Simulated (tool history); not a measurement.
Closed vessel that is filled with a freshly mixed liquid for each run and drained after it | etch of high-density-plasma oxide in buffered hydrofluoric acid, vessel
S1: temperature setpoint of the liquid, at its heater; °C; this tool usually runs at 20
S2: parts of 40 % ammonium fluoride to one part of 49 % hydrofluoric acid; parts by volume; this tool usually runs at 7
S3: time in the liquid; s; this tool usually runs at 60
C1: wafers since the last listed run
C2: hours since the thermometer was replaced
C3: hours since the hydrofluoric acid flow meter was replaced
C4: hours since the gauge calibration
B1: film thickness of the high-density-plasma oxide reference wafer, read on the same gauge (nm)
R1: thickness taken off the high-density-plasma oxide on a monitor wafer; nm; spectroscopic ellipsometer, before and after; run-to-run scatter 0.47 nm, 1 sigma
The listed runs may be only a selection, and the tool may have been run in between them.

run 1 hour=0 | S1=20 S2=7 S3=80 | C1=0 C2=229.2 C3=878.4 C4=110.1 | B1=30 | R1=111.93
run 2 hour=63.4 | S1=20 S2=7 S3=80 | C1=5321 C2=292.6 C3=941.8 C4=173.5 | B1=30.01 | R1=109.57
run 3 hour=159.9 | S1=20 S2=7 S3=80 | C1=8099 C2=389.1 C3=1038.3 C4=270 | B1=30 | R1=111.14
run 4 hour=210.2 | S1=20 S2=9.5 S3=80 | C1=4221 C2=439.4 C3=1088.6 C4=320.3 | B1=29.99 | R1=81.72
run 5 hour=285.2 | S1=20 S2=9.5 S3=80 | C1=6294 C2=514.4 C3=1163.6 C4=395.3 | B1=30 | R1=80.84
run 6 hour=388.2 | S1=20 S2=9.5 S3=80 | C1=8645 C2=617.4 C3=1266.6 C4=498.3 | B1=30 | R1=81.38
run 7 hour=466.8 | S1=20 S2=7 S3=60 | C1=6597 C2=696 C3=1345.2 C4=576.9 | B1=30 | R1=83.17
run 8 hour=508.4 | S1=20 S2=7 S3=60 | C1=3491 C2=737.6 C3=1386.8 C4=618.5 | B1=30.01 | R1=82.67
-- hour=566.3 hydrofluoric acid flow meter replaced
run 9 hour=592.4 | S1=20 S2=7 S3=60 | C1=6966 C2=821.6 C3=26.1 C4=702.5 | B1=29.98 | R1=83
run 10 hour=628.9 | S1=22.5 S2=7 S3=60 | C1=3063 C2=858.1 C3=62.6 C4=739 | B1=30 | R1=94.56
run 11 hour=715.8 | S1=17 S2=6 S3=30 | C1=7293 C2=945 C3=149.5 C4=825.9 | B1=30 | R1=39.49
-- hour=757.6 gauge calibrated
run 12 hour=772.6 | S1=17 S2=5 S3=50 | C1=4767 C2=1001.8 C3=206.3 C4=15 | B1=30 | R1=76.65
run 13 hour=870.9 | S1=20 S2=7 S3=60 | C1=8250 C2=1100.1 C3=304.6 C4=113.3 | B1=30.01 | R1=81.6
run 14 hour=942.7 | S1=18.5 S2=9 S3=60 | C1=6026 C2=1171.9 C3=376.4 C4=185.1 | B1=29.99 | R1=57.19
run 15 hour=983.2 | S1=20 S2=8 S3=90 | C1=3399 C2=1212.4 C3=416.9 C4=225.6 | B1=30 | R1=105.82
-- hour=998.4 thermometer replaced
run 16 hour=1062.2 | S1=20 S2=8 S3=60 | C1=6546 C2=63.8 C3=495.9 C4=304.6 | B1=30.03 | R1=72.57
run 17 hour=1127.3 | S1=20 S2=7 S3=30 | C1=5464 C2=128.9 C3=561 C4=369.7 | B1=29.99 | R1=41.47
run 18 hour=1223.5 | S1=22 S2=5 S3=60 | C1=8074 C2=225.1 C3=657.2 C4=465.9 | B1=30 | R1=123.71
run 19 hour=1317.1 | S1=20 S2=5.5 S3=40 | C1=7856 C2=318.7 C3=750.8 C4=559.5 | B1=30 | R1=68.41
run 20 hour=1420.4 | S1=21.5 S2=9 S3=70 | C1=8670 C2=422 C3=854.1 C4=662.8 | B1=29.99 | R1=79.43
run 21 hour=1459.1 | S1=20 S2=7 S3=60 | C1=3248 C2=460.7 C3=892.8 C4=701.5 | B1=29.99 | R1=82.4

Here are 4 independent what-if runs from the current tool condition. What would each one return?
run A hour=1459.8 | S1=20 S2=7 S3=60 | C1=58 C2=461.4 C3=893.5 C4=702.2 | B1=? | R1=?
run B hour=1459.8 | S1=20 S2=7 S3=90 | C1=58 C2=461.4 C3=893.5 C4=702.2 | B1=? | R1=?
run C hour=1459.8 | S1=17.5 S2=8 S3=80 | C1=58 C2=461.4 C3=893.5 C4=702.2 | B1=? | R1=?
run D hour=1459.8 | S1=24.5 S2=5 S3=60 | C1=58 C2=461.4 C3=893.5 C4=702.2 | B1=? | R1=?

run=A B1=30.01 R1=81.97
run=B B1=30.01 R1=122.96
run=C B1=30.01 R1=82.14
run=D B1=30.01 R1=140.1
With the hidden condition removed and each run's random variation left untouched, the same runs would have given:
run=A R1=83.03
run=B R1=124.55
run=C R1=83.22
run=D R1=141.86
